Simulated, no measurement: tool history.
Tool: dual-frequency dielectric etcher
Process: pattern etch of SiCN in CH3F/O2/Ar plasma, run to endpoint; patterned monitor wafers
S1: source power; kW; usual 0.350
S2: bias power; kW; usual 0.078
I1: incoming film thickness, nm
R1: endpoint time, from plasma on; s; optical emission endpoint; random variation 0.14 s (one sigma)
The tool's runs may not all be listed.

run	hour	S1	S2	I1	R1
1	0.0	0.350	0.078	7.85	20.7
# hour 212.0: wet clean of the chamber
2	275.4	0.350	0.078	7.88	21.0
3	323.0	0.350	0.078	7.86	20.7
4	370.8	0.350	0.078	7.95	20.7
5	459.8	0.350	0.078	7.87	20.6
6	564.7	0.350	0.078	7.84	20.4
# hour 738.5: wet clean of the chamber
7	836.2	0.350	0.078	7.87	20.3
8	883.0	0.350	0.078	7.94	20.7
# hour 940.7: bias power generator calibrated
9	1129.9	0.350	0.078	7.92	20.6
# hour 1229.2: wet clean of the chamber
10	1230.5	0.350	0.069	7.87	21.3
# hour 1241.5: source power generator calibrated
# hour 1287.3: upper electrode replaced
11	1287.8	0.350	0.069	7.94	21.4
12	1337.0	0.350	0.069	7.87	21.2
13	1416.5	0.310	0.068	7.88	22.8
14	1455.3	0.350	0.078	7.91	20.6
# hour 1675.9: wet clean of the chamber
15	1741.2	0.350	0.078	7.93	20.7
16	1807.0	0.350	0.094	7.95	19.6
17	1846.7	0.430	0.069	7.92	18.8
18	1926.6	0.420	0.078	7.94	18.7
19	1990.7	0.270	0.098	7.92	22.8
20	2069.7	0.310	0.067	7.93	23.2
# hour 2183.9: wet clean of the chamber
21	2184.4	0.370	0.092	7.78	18.8
22	2254.2	0.350	0.073	7.92	20.8
23	2295.6	0.440	0.095	7.83	17.2
24	2347.0	0.280	0.098	7.92	22.6
25	2412.5	0.290	0.071	7.96	23.7

5 ways to go on from here, each from the tool as it stands after run 25. What would each give?
A	2412.9	0.350	0.078	7.91	?
B	2412.9	0.320	0.078	7.91	?
C	2412.9	0.420	0.064	7.91	?
D	2412.9	0.320	0.090	7.91	?
E	2412.9	0.290	0.084	7.91	?

run	R1
A	20.6
B	21.8
C	19.6
D	20.9
E	22.8
Without the tool's hidden state the same runs would have given:
run	R1
A	20.6
B	21.8
C	19.6
D	20.9
E	22.8

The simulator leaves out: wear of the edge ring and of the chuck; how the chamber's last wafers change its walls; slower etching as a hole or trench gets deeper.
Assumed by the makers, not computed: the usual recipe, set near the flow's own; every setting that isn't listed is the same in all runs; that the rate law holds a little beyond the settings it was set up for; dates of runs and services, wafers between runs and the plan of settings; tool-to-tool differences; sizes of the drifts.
